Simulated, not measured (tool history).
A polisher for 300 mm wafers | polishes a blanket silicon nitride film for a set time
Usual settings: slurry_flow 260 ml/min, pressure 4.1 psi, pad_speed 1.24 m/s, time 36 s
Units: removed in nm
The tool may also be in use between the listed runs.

run	hour	slurry_flow	pressure	pad_speed	time	incoming thickness of the incoming film, nm	removed
1	0.0	310	3.3	1.24	36	415.1	77.3
2	32.4	260	4.1	1.24	36	415.4	83.7
# hour 59.8: worn pad replaced by a new one
3	64.7	260	4.1	1.24	36	424.5	88.0
4	85.3	260	4.1	1.24	36	421.0	86.5
# hour 162.9: worn pad replaced by a new one
5	182.7	260	4.1	1.24	36	422.3	86.5
6	217.8	260	4.1	1.24	31	424.4	71.3
7	232.3	310	4.1	1.24	36	423.3	85.3
# hour 259.6: slurry nozzle cleaned
8	260.1	310	4.1	1.24	36	425.7	88.9
# hour 281.9: worn pad replaced by a new one
9	282.4	310	4.1	1.24	36	422.8	92.7
10	297.9	260	4.1	1.06	36	419.7	79.5
11	323.2	260	4.1	1.06	36	422.2	79.0
12	342.5	260	4.1	1.24	31	420.3	76.4
13	354.7	345	3.4	0.92	36	417.3	62.9
# hour 385.8: worn pad replaced by a new one
14	386.3	260	4.1	1.24	36	427.2	91.6
15	400.1	330	4.7	1.24	36	413.7	99.0
# hour 405.2: head pressure recalibrated
16	414.8	285	3.1	0.80	47	416.6	70.5
17	435.8	260	4.1	1.24	36	421.2	87.3
18	459.5	260	2.8	0.98	33	418.0	52.4
# hour 491.0: worn pad replaced by a new one
19	491.7	260	4.1	1.24	24	426.0	60.2
20	526.3	260	4.1	1.24	31	417.0	76.4
21	541.3	345	4.1	1.24	47	415.0	116.4
22	562.1	260	5.5	1.24	26	421.3	74.6
23	580.0	235	2.9	0.96	29	415.1	45.2

The tool's hidden state at each run:
deviation of the head's pressure from its setpoint, %: 0 in every run
H1: removal rate lost through wear of the pad, %
H2: slurry flow missing at the pad, %
run	H1	H2
1	3.31	27
2	5.3	28.6
3	0.765	30.2
4	2.03	31.2
5	1.83	35.9
6	3.99	37.6
7	4.88	38.3
8	6.58	1.34
9	0.578	2.42
10	1.53	3.17
11	3.08	4.39
12	4.27	5.32
13	5.02	5.91
14	1.23	7.44
15	2.08	8.11
16	2.98	8.82
17	4.27	9.84
18	5.73	11
19	0.652	12.5
20	2.78	14.2
21	3.7	14.9
22	4.98	15.9
23	6.08	16.8
